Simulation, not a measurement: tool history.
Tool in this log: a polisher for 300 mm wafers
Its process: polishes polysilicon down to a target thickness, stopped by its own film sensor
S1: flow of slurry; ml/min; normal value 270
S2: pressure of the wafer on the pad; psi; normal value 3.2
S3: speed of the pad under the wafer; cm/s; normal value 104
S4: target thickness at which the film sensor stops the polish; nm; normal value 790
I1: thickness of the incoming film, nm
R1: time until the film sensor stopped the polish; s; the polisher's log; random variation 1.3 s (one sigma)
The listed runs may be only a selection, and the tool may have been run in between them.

run 1 day=0.000 | S1=205 S2=3.2 S3=104 S4=927 | I1=1477.9 | R1=77.1
run 2 day=1.233 | S1=205 S2=3.2 S3=104 S4=927 | I1=1457.1 | R1=74.3
run 3 day=1.896 | S1=270 S2=3.2 S3=104 S4=790 | I1=1507.2 | R1=95.9
run 4 day=3.417 | S1=270 S2=3.2 S3=104 S4=790 | I1=1487.0 | R1=93.2
run 5 day=4.150 | S1=270 S2=3.2 S3=104 S4=790 | I1=1513.4 | R1=95.7
run 6 day=5.350 | S1=340 S2=3.2 S3=104 S4=790 | I1=1513.5 | R1=96.0
-- day=8.512 worn pad replaced by a new one
run 7 day=8.917 | S1=270 S2=3.2 S3=104 S4=790 | I1=1479.2 | R1=91.2
run 8 day=10.338 | S1=270 S2=3.2 S3=104 S4=790 | I1=1512.2 | R1=94.0
run 9 day=11.000 | S1=270 S2=3.8 S3=104 S4=790 | I1=1490.2 | R1=81.8
run 10 day=12.262 | S1=345 S2=3.2 S3=104 S4=790 | I1=1494.1 | R1=92.8
run 11 day=13.567 | S1=270 S2=3.4 S3=104 S4=790 | I1=1481.1 | R1=84.9
run 12 day=14.675 | S1=270 S2=3.2 S3=104 S4=790 | I1=1487.8 | R1=91.6
run 13 day=15.771 | S1=270 S2=3.2 S3=104 S4=790 | I1=1487.4 | R1=93.0
-- day=16.775 slurry nozzle cleaned
run 14 day=17.058 | S1=270 S2=3.2 S3=104 S4=790 | I1=1486.3 | R1=95.1
run 15 day=18.054 | S1=200 S2=3.6 S3=132 S4=688 | I1=1491.3 | R1=82.5
run 16 day=18.854 | S1=350 S2=3.2 S3=104 S4=790 | I1=1507.2 | R1=93.7
run 17 day=20.167 | S1=270 S2=3.5 S3=104 S4=889 | I1=1462.9 | R1=70.1
-- day=20.450 head pressure recalibrated
-- day=20.746 worn pad replaced by a new one
run 18 day=21.425 | S1=350 S2=2.5 S3=104 S4=790 | I1=1498.4 | R1=118.6
run 19 day=22.479 | S1=340 S2=3.2 S3=104 S4=790 | I1=1487.6 | R1=93.1
run 20 day=23.404 | S1=205 S2=3.7 S3=86 S4=790 | I1=1485.7 | R1=97.2
run 21 day=24.146 | S1=270 S2=3.2 S3=120 S4=790 | I1=1497.2 | R1=84.2
run 22 day=24.896 | S1=195 S2=2.4 S3=126 S4=790 | I1=1496.1 | R1=114.3
run 23 day=25.592 | S1=210 S2=3.2 S3=128 S4=562 | I1=1494.8 | R1=111.7
run 24 day=26.925 | S1=270 S2=3.2 S3=104 S4=790 | I1=1485.7 | R1=94.9
run 25 day=27.558 | S1=270 S2=2.2 S3=104 S4=714 | I1=1492.0 | R1=150.9
run 26 day=28.188 | S1=330 S2=2.2 S3=126 S4=727 | I1=1496.3 | R1=127.1
run 27 day=29.475 | S1=270 S2=4.0 S3=104 S4=790 | I1=1497.3 | R1=74.9
run 28 day=30.383 | S1=200 S2=3.2 S3=104 S4=790 | I1=1482.7 | R1=97.0
-- day=31.588 worn pad replaced by a new one
run 29 day=34.829 | S1=190 S2=3.2 S3=104 S4=790 | I1=1500.5 | R1=98.8
run 30 day=36.217 | S1=270 S2=3.2 S3=104 S4=790 | I1=1518.0 | R1=98.8

Run 31 comes next. What will it give?
run 31 day=37.604 | S1=270 S2=3.8 S3=104 S4=987 | I1=1515.0 | R1=?

Logged for run 31: R1 60.3 s.
If the tool had no hidden condition, the same run with the same run-to-run variation would have returned R1 60.3 s.
